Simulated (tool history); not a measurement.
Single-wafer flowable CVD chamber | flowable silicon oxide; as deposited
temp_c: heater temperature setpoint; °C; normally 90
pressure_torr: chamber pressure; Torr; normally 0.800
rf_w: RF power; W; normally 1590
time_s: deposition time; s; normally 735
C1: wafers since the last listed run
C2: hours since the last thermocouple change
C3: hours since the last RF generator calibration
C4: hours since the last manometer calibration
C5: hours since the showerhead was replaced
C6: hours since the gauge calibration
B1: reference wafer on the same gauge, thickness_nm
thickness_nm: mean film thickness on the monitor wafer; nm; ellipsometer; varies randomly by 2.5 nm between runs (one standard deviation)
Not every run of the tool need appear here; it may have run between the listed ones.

{"run": 1, "day": 0.0, "temp_c": 85, "pressure_torr": 0.8, "rf_w": 1590, "time_s": 735, "C1": 0, "C2": 2294.1, "C3": 1436.2, "C4": 853.1, "C5": 5788.9, "C6": 110.4, "B1": 474.886, "thickness_nm": 578.836}
{"run": 2, "day": 0.342, "temp_c": 90, "pressure_torr": 0.8, "rf_w": 1590, "time_s": 735, "C1": 31, "C2": 2302.3, "C3": 1444.4, "C4": 861.3, "C5": 5797.1, "C6": 118.6, "B1": 475.319, "thickness_nm": 501.499}
{"run": 3, "day": 0.65, "temp_c": 90, "pressure_torr": 0.882, "rf_w": 1590, "time_s": 638, "C1": 28, "C2": 2309.7, "C3": 1451.8, "C4": 868.7, "C5": 5804.5, "C6": 126.0, "B1": 475.322, "thickness_nm": 480.109}
{"run": 4, "day": 1.004, "temp_c": 90, "pressure_torr": 0.882, "rf_w": 1590, "time_s": 638, "C1": 32, "C2": 2318.2, "C3": 1460.3, "C4": 877.2, "C5": 5813.0, "C6": 134.5, "B1": 474.967, "thickness_nm": 480.988}
{"run": 5, "day": 1.354, "temp_c": 90, "pressure_torr": 0.8, "rf_w": 1590, "time_s": 735, "C1": 32, "C2": 2326.6, "C3": 1468.7, "C4": 885.6, "C5": 5821.4, "C6": 142.9, "B1": 474.705, "thickness_nm": 499.549}
{"run": 6, "day": 1.917, "temp_c": 97, "pressure_torr": 0.756, "rf_w": 1590, "time_s": 735, "C1": 52, "C2": 2340.1, "C3": 1482.2, "C4": 899.1, "C5": 5834.9, "C6": 156.4, "B1": 475.337, "thickness_nm": 383.915}
{"run": 7, "day": 2.388, "temp_c": 97, "pressure_torr": 0.756, "rf_w": 1590, "time_s": 735, "C1": 43, "C2": 2351.4, "C3": 1493.5, "C4": 910.4, "C5": 5846.2, "C6": 167.7, "B1": 475.336, "thickness_nm": 381.852}
{"run": 8, "day": 2.775, "temp_c": 90, "pressure_torr": 0.8, "rf_w": 1590, "time_s": 735, "C1": 35, "C2": 2360.7, "C3": 1502.8, "C4": 919.7, "C5": 5855.5, "C6": 177.0, "B1": 474.666, "thickness_nm": 505.832}
{"day": 3.175, "done": "thermocouple changed; heater temperature recalibrated"}
{"run": 9, "day": 3.296, "temp_c": 90, "pressure_torr": 0.8, "rf_w": 1445, "time_s": 735, "C1": 17, "C2": 2.9, "C3": 1515.3, "C4": 932.2, "C5": 5868.0, "C6": 189.5, "B1": 474.988, "thickness_nm": 484.239}
{"run": 10, "day": 3.658, "temp_c": 90, "pressure_torr": 0.8, "rf_w": 1445, "time_s": 735, "C1": 33, "C2": 11.6, "C3": 1524.0, "C4": 940.9, "C5": 5876.7, "C6": 198.2, "B1": 474.963, "thickness_nm": 488.022}
{"day": 4.179, "done": "showerhead replaced"}
{"run": 11, "day": 4.483, "temp_c": 90, "pressure_torr": 0.857, "rf_w": 1745, "time_s": 735, "C1": 45, "C2": 31.4, "C3": 1543.8, "C4": 960.7, "C5": 7.3, "C6": 218.0, "B1": 475.365, "thickness_nm": 554.321}
{"day": 4.588, "done": "gauge calibrated"}
{"run": 12, "day": 4.858, "temp_c": 90, "pressure_torr": 0.8, "rf_w": 1590, "time_s": 735, "C1": 34, "C2": 40.4, "C3": 1552.8, "C4": 969.7, "C5": 16.3, "C6": 6.5, "B1": 474.748, "thickness_nm": 499.018}
{"run": 13, "day": 5.175, "temp_c": 77, "pressure_torr": 0.724, "rf_w": 1415, "time_s": 781, "C1": 29, "C2": 48.0, "C3": 1560.4, "C4": 977.3, "C5": 23.9, "C6": 14.1, "B1": 474.589, "thickness_nm": 661.793}
{"day": 5.546, "done": "RF generator calibrated"}
{"run": 14, "day": 5.729, "temp_c": 84, "pressure_torr": 0.603, "rf_w": 1380, "time_s": 620, "C1": 20, "C2": 61.3, "C3": 4.4, "C4": 990.6, "C5": 37.2, "C6": 27.4, "B1": 474.894, "thickness_nm": 361.535}
{"day": 6.233, "done": "capacitance manometer re-zeroed and calibrated"}
{"run": 15, "day": 6.254, "temp_c": 90, "pressure_torr": 0.8, "rf_w": 1590, "time_s": 735, "C1": 17, "C2": 73.9, "C3": 17.0, "C4": 0.5, "C5": 49.8, "C6": 40.0, "B1": 474.712, "thickness_nm": 497.123}
{"run": 16, "day": 6.608, "temp_c": 90, "pressure_torr": 0.8, "rf_w": 1590, "time_s": 735, "C1": 32, "C2": 82.4, "C3": 25.5, "C4": 9.0, "C5": 58.3, "C6": 48.5, "B1": 474.732, "thickness_nm": 506.094}
{"run": 17, "day": 7.079, "temp_c": 90, "pressure_torr": 0.878, "rf_w": 1590, "time_s": 683, "C1": 43, "C2": 93.7, "C3": 36.8, "C4": 20.3, "C5": 69.6, "C6": 59.8, "B1": 475.599, "thickness_nm": 510.314}
{"run": 18, "day": 7.829, "temp_c": 96, "pressure_torr": 0.659, "rf_w": 1300, "time_s": 633, "C1": 69, "C2": 111.7, "C3": 54.8, "C4": 38.3, "C5": 87.6, "C6": 77.8, "B1": 475.104, "thickness_nm": 277.338}
{"run": 19, "day": 8.125, "temp_c": 96, "pressure_torr": 0.659, "rf_w": 1300, "time_s": 633, "C1": 27, "C2": 118.8, "C3": 61.9, "C4": 45.4, "C5": 94.7, "C6": 84.9, "B1": 474.751, "thickness_nm": 277.181}
{"run": 20, "day": 8.621, "temp_c": 90, "pressure_torr": 0.8, "rf_w": 1340, "time_s": 849, "C1": 45, "C2": 130.7, "C3": 73.8, "C4": 57.3, "C5": 106.6, "C6": 96.8, "B1": 474.934, "thickness_nm": 547.93}
{"run": 21, "day": 9.333, "temp_c": 90, "pressure_torr": 0.8, "rf_w": 1355, "time_s": 683, "C1": 65, "C2": 147.8, "C3": 90.9, "C4": 74.4, "C5": 123.7, "C6": 113.9, "B1": 475.168, "thickness_nm": 443.453}

Alternative continuations, all from the tool just after run 21; predict every row:
{"run": "A", "day": 9.358, "temp_c": 90, "pressure_torr": 0.604, "rf_w": 1590, "time_s": 735, "C1": 2, "C2": 148.4, "C3": 91.5, "C4": 75.0, "C5": 124.3, "C6": 114.5, "B1": "?", "thickness_nm": "?"}
{"run": "B", "day": 9.358, "temp_c": 98, "pressure_torr": 0.8, "rf_w": 1590, "time_s": 851, "C1": 2, "C2": 148.4, "C3": 91.5, "C4": 75.0, "C5": 124.3, "C6": 114.5, "B1": "?", "thickness_nm": "?"}
{"run": "C", "day": 9.358, "temp_c": 95, "pressure_torr": 0.8, "rf_w": 1590, "time_s": 735, "C1": 2, "C2": 148.4, "C3": 91.5, "C4": 75.0, "C5": 124.3, "C6": 114.5, "B1": "?", "thickness_nm": "?"}
{"run": "D", "day": 9.358, "temp_c": 79, "pressure_torr": 0.954, "rf_w": 1360, "time_s": 591, "C1": 2, "C2": 148.4, "C3": 91.5, "C4": 75.0, "C5": 124.3, "C6": 114.5, "B1": "?", "thickness_nm": "?"}

run=A B1=475.269 thickness_nm=379.128
run=B B1=475.269 thickness_nm=453.571
run=C B1=475.269 thickness_nm=429.390
run=D B1=475.269 thickness_nm=622.056
Without the tool's unlogged condition, the same runs would have read:
run=A thickness_nm=379.128
run=B thickness_nm=453.571
run=C thickness_nm=429.390
run=D thickness_nm=622.056
